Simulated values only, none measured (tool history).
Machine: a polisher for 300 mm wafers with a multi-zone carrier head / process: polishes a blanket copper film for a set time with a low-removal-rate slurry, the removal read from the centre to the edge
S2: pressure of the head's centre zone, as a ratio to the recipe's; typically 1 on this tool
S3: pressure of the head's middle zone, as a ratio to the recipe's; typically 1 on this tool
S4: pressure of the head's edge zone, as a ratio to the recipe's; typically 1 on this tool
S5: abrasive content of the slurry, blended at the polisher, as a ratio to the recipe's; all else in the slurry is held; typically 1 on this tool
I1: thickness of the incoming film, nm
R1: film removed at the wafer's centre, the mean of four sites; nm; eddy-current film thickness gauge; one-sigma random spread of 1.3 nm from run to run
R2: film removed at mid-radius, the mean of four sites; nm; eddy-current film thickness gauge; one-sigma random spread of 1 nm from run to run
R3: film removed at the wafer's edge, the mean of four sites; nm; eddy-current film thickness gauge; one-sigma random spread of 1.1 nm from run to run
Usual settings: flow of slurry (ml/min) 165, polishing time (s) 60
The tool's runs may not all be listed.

{"run": 1, "day": 0.0, "flow of slurry (ml/min)": 185, "S2": 0.9, "S3": 0.92, "S4": 0.94, "S5": 1, "polishing time (s)": 60, "I1": 1210.1, "R1": 78.6, "R2": 90.4, "R3": 94.9}
{"run": 2, "day": 1.383, "flow of slurry (ml/min)": 145, "S2": 1, "S3": 1, "S4": 1, "S5": 1, "polishing time (s)": 60, "I1": 1227.8, "R1": 83.9, "R2": 94.9, "R3": 95.6}
{"run": 3, "day": 2.2, "flow of slurry (ml/min)": 165, "S2": 1, "S3": 1, "S4": 1, "S5": 1, "polishing time (s)": 60, "I1": 1226.9, "R1": 85.5, "R2": 96.4, "R3": 97.6}
{"run": 4, "day": 3.083, "flow of slurry (ml/min)": 165, "S2": 1, "S3": 0.9, "S4": 0.9, "S5": 1.15, "polishing time (s)": 60, "I1": 1228, "R1": 101.5, "R2": 91.9, "R3": 96.4}
{"run": 5, "day": 4.188, "flow of slurry (ml/min)": 125, "S2": 1, "S3": 1, "S4": 1, "S5": 1, "polishing time (s)": 50, "I1": 1231.4, "R1": 76.9, "R2": 77, "R3": 78.8}
{"run": 6, "day": 4.738, "flow of slurry (ml/min)": 165, "S2": 1, "S3": 1, "S4": 1, "S5": 1, "polishing time (s)": 60, "I1": 1234.5, "R1": 94.1, "R2": 94.6, "R3": 96.3}
{"run": 7, "day": 5.738, "flow of slurry (ml/min)": 130, "S2": 1, "S3": 1, "S4": 1.05, "S5": 1, "polishing time (s)": 60, "I1": 1202.2, "R1": 90.5, "R2": 93.4, "R3": 96.3}
{"run": 8, "day": 6.983, "flow of slurry (ml/min)": 165, "S2": 1, "S3": 1, "S4": 1, "S5": 1, "polishing time (s)": 60, "I1": 1208.1, "R1": 92.9, "R2": 94.5, "R3": 97.8}
{"run": 9, "day": 7.733, "flow of slurry (ml/min)": 165, "S2": 1, "S3": 0.97, "S4": 1, "S5": 0.9, "polishing time (s)": 60, "I1": 1224.8, "R1": 88.2, "R2": 90.8, "R3": 94.4}
{"run": 10, "day": 9.108, "flow of slurry (ml/min)": 205, "S2": 1, "S3": 1, "S4": 1, "S5": 1, "polishing time (s)": 60, "I1": 1211.6, "R1": 95.1, "R2": 100.4, "R3": 96.9}
{"run": 11, "day": 9.904, "flow of slurry (ml/min)": 165, "S2": 1, "S3": 1.04, "S4": 1, "S5": 1, "polishing time (s)": 60, "I1": 1226.4, "R1": 88.4, "R2": 101.1, "R3": 99.1}
{"run": 12, "day": 11.012, "flow of slurry (ml/min)": 145, "S2": 1.09, "S3": 1, "S4": 1, "S5": 1.15, "polishing time (s)": 42, "I1": 1216.5, "R1": 69.6, "R2": 68.9, "R3": 70.8}
{"run": 13, "day": 12.496, "flow of slurry (ml/min)": 165, "S2": 1, "S3": 1, "S4": 1, "S5": 1, "polishing time (s)": 41, "I1": 1224.1, "R1": 62.1, "R2": 64.8, "R3": 67.6}
{"run": 14, "day": 13.908, "flow of slurry (ml/min)": 165, "S2": 1, "S3": 1, "S4": 0.94, "S5": 1, "polishing time (s)": 50, "I1": 1219.4, "R1": 75.1, "R2": 79.4, "R3": 79.1}
{"run": 15, "day": 14.933, "flow of slurry (ml/min)": 165, "S2": 1, "S3": 1, "S4": 0.94, "S5": 1, "polishing time (s)": 50, "I1": 1221.3, "R1": 74.5, "R2": 78.6, "R3": 79}
{"run": 16, "day": 16.025, "flow of slurry (ml/min)": 130, "S2": 1, "S3": 1, "S4": 1, "S5": 0.85, "polishing time (s)": 60, "I1": 1239.5, "R1": 79.4, "R2": 88.1, "R3": 88.7}
{"run": 17, "day": 16.704, "flow of slurry (ml/min)": 165, "S2": 1, "S3": 1, "S4": 0.94, "S5": 1, "polishing time (s)": 60, "I1": 1229.1, "R1": 85.8, "R2": 96.8, "R3": 93.7}
{"run": 18, "day": 17.983, "flow of slurry (ml/min)": 165, "S2": 1.08, "S3": 1, "S4": 1, "S5": 1, "polishing time (s)": 60, "I1": 1207.1, "R1": 95.6, "R2": 97.3, "R3": 95.1}
{"run": 19, "day": 19.446, "flow of slurry (ml/min)": 165, "S2": 1, "S3": 1, "S4": 1, "S5": 1, "polishing time (s)": 60, "I1": 1212.5, "R1": 87.9, "R2": 96.5, "R3": 99.1}
{"run": 20, "day": 20.704, "flow of slurry (ml/min)": 165, "S2": 1, "S3": 1, "S4": 1, "S5": 1, "polishing time (s)": 60, "I1": 1204.9, "R1": 87, "R2": 94.6, "R3": 96.8}
{"run": 21, "day": 21.633, "flow of slurry (ml/min)": 165, "S2": 1, "S3": 1, "S4": 1, "S5": 1, "polishing time (s)": 60, "I1": 1218.4, "R1": 86.4, "R2": 95.8, "R3": 98.3}
{"run": 22, "day": 25.25, "flow of slurry (ml/min)": 165, "S2": 1, "S3": 1, "S4": 1.05, "S5": 1.2, "polishing time (s)": 53, "I1": 1218.3, "R1": 81.9, "R2": 90.8, "R3": 95.5}

Withheld: 6 entries from between the runs. Position of each, and hidden state at the listed run before versus the listed run after:
Run 2 -> run 3: worn pad replaced by a new one (day 1.704)
  no difference in the tool's unlogged condition between these two runs
  what was measured, less what the result would be without the hidden state, R1: -11.3 -> -11.6 nm
Run 3 -> run 4: centre zone pressure recalibrated (day 2.417)
  deviation of the centre zone's pressure from its setpoint, %: -11.8 -> -1.17
  what was measured, less what the result would be without the hidden state, R1: -11.6 -> -1.3 nm
Run 10 -> run 11: slurry nozzle cleaned (day 9.496)
  deviation of the centre zone's pressure from its setpoint, %: -5.76 -> -6.22
  what was measured, less what the result would be without the hidden state, R1: -5.8 -> -6 nm
Run 12 -> run 13: worn pad replaced by a new one (day 11.642); carrier head's membrane replaced by a new one (day 12.433)
  deviation of the centre zone's pressure from its setpoint, %: -6.8 -> -7.52
  what was measured, less what the result would be without the hidden state, R1: -5.1 -> -5.1 nm
Run 21 -> run 22: worn pad replaced by a new one (day 21.892)
  deviation of the centre zone's pressure from its setpoint, %: -10.4 -> -11.1
  what was measured, less what the result would be without the hidden state, R1: -10.1 -> -10.4 nm
